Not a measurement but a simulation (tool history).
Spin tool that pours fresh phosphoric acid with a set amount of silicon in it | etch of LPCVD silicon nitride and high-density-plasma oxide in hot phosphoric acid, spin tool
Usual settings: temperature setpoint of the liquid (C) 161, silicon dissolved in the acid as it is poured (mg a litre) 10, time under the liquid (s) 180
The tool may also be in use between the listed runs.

run	hour	temperature setpoint of the liquid (C)	silicon dissolved in the acid as it is poured (mg a litre)	time under the liquid (s)	read-back film thickness of the LPCVD silicon nitride reference wafer, read on the same gauge (nm)	read-back film thickness of the high-density-plasma oxide reference wafer, read on the same gauge (nm)	thickness taken off the LPCVD silicon nitride on a monitor wafer (Å)	thickness taken off the high-density-plasma oxide on a monitor wafer (Å)
1	0	163.5	10	180	139.99	99.998	187.4	3.14
2	174.7	158.5	16	95	139.99	99.975	84.4	1.06
3	246.4	158.5	3	215	140.02	100.015	188.3	2.41
4	280.4	160	14.5	100	139.99	99.977	91.8	1.17
5	344.2	161	10	180	140.03	100.036	167.6	2.53
6	371.5	161	10	180	139.96	99.98	168.9	2.47
# hour 386.7: dissolved silicon flow meter replaced
7	428.9	161	10	135	140.02	100.025	126.2	1.81
8	472.6	163	17.5	180	140.02	99.995	179.7	2.32
9	509.1	161	10	180	139.98	99.983	167.7	2.39
# hour 523.1: gauge calibrated
10	541.1	158	10	180	139.97	99.99	151.9	1.84
11	605.7	162	2	240	140	99.97	228.1	3.88
12	654.6	162.5	2.5	140	139.99	100	136.2	2.61
# hour 655.7: heated supply line repaired
13	717	161	10	180	139.97	100.02	179	2.66
14	758.4	161	10	180	139.99	100.002	179.6	2.95
15	836.2	160	18	85	140.01	100.008	82.3	0.92
16	861	163.5	10	215	139.99	100.03	230.8	3.88
17	912.2	161	5	180	140.01	99.998	178.6	3.18
18	969.4	161	7.5	180	140	99.951	176.4	3.05
19	1023.1	161	10	180	139.99	100.003	177.4	2.47
20	1090.4	162.5	6.5	95	140	99.998	97.2	1.87
21	1159	159.5	18	120	139.98	100.037	110.5	1.24
22	1229.1	162	10	180	140.03	99.992	180.5	2.98

The same runs without the tool's hidden state, with the same run-to-run variation:
The hidden state here: liquid colder than its thermometer reads (K); dissolved silicon flow above the setpoint (%); temperature lost on the way to the wafer (K); gauge reads high (%).
run	thickness taken off the LPCVD silicon nitride on a monitor wafer (Å)	thickness taken off the high-density-plasma oxide on a monitor wafer (Å)
1	204.5	3.81
2	93.3	1.32
3	208.9	3.03
4	102	1.48
5	186.8	3.22
6	188.6	3.15
7	141.4	2.33
8	201.7	2.99
9	188.9	3.1
10	172.6	2.4
11	258.3	5.1
12	154.7	3.45
13	188	2.97
14	189.2	3.3
15	87.1	1.05
16	244.4	4.4
17	189.8	3.63
18	188.2	3.52
19	189.8	2.87
20	104.3	2.19
21	119.2	1.46
22	195.5	3.55

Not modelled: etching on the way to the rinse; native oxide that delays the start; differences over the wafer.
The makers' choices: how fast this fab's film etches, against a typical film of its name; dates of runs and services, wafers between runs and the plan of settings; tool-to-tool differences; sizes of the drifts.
